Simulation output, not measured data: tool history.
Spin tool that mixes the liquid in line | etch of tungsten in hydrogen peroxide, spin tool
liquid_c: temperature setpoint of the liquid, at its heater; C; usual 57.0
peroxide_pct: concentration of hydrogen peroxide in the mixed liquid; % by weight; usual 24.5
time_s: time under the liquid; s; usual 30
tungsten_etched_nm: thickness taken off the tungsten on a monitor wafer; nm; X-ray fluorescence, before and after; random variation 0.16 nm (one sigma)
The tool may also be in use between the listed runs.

| run | day | liquid_c | peroxide_pct | time_s | wafers since the last listed run | hours since the thermometer was replaced | hours since the peroxide flow meter was replaced | hours since the heated supply line was repaired | hours since the drum of peroxide was connected | hours since the gauge calibration | read-back film thickness of the tungsten reference wafer, read on the same gauge (nm) | tungsten_etched_nm |
|---|---|---|---|---|---|---|---|---|---|---|---|---|
| 1 | 0.000 | 57.0 | 24.5 | 30 | 0 | 1807.7 | 762.1 | 2785.9 | 30.7 | 28.2 | 80.02 | 47.59 |
| 2 | 1.217 | 57.0 | 24.5 | 30 | 369 | 1836.9 | 791.3 | 2815.1 | 59.9 | 57.4 | 79.97 | 47.60 |
| 3 | 2.538 | 57.0 | 24.5 | 30 | 401 | 1868.6 | 823.0 | 2846.8 | 91.6 | 89.1 | 79.98 | 47.34 |
| 4 | 3.538 | 57.0 | 24.5 | 20 | 304 | 1892.6 | 847.0 | 2870.8 | 115.6 | 113.1 | 80.01 | 31.47 |
| 5 | 4.671 | 57.0 | 24.5 | 20 | 344 | 1919.8 | 874.2 | 2898.0 | 142.8 | 140.3 | 79.97 | 31.64 |
| 6 | 6.046 | 57.0 | 24.5 | 20 | 418 | 1952.8 | 907.2 | 2931.0 | 175.8 | 173.3 | 79.99 | 31.54 |
|  | 6.762 | thermometer replaced |
|  | 7.492 | peroxide flow meter replaced |
| 7 | 8.621 | 57.0 | 24.5 | 30 | 757 | 44.6 | 27.1 | 2992.8 | 237.6 | 235.1 | 79.97 | 48.29 |
| 8 | 9.912 | 48.5 | 26.5 | 30 | 392 | 75.6 | 58.1 | 3023.8 | 268.6 | 266.1 | 79.96 | 30.15 |
| 9 | 10.892 | 64.5 | 19.0 | 45 | 297 | 99.1 | 81.6 | 3047.3 | 292.1 | 289.6 | 79.98 | 98.02 |
| 10 | 12.246 | 57.0 | 30.0 | 50 | 411 | 131.6 | 114.1 | 3079.8 | 324.6 | 322.1 | 80.01 | 89.46 |
|  | 12.338 | new drum of peroxide connected |
|  | 12.571 | heated supply line repaired |
|  | 12.800 | gauge calibrated |
| 11 | 13.371 | 63.5 | 18.0 | 30 | 316 | 158.6 | 141.1 | 19.2 | 24.8 | 13.7 | 80.03 | 60.04 |
| 12 | 14.346 | 57.0 | 24.5 | 40 | 296 | 182.0 | 164.5 | 42.6 | 48.2 | 37.1 | 79.95 | 64.42 |
| 13 | 15.688 | 57.0 | 28.5 | 30 | 407 | 214.2 | 196.7 | 74.8 | 80.4 | 69.3 | 80.02 | 52.02 |
| 14 | 16.508 | 57.0 | 27.5 | 35 | 249 | 233.9 | 216.4 | 94.5 | 100.1 | 89.0 | 80.02 | 59.38 |

The next listed run, before its measurement:
| 15 | 17.217 | 57.0 | 24.5 | 30 | 215 | 250.9 | 233.4 | 111.5 | 117.1 | 106.0 | ? | ? |

{"run 15": {"read-back film thickness of the tungsten reference wafer, read on the same gauge (nm)": 80.01, "tungsten_etched_nm": 48.28}}
Without the tool's hidden state the same run would have given tungsten_etched_nm 48.89 nm.
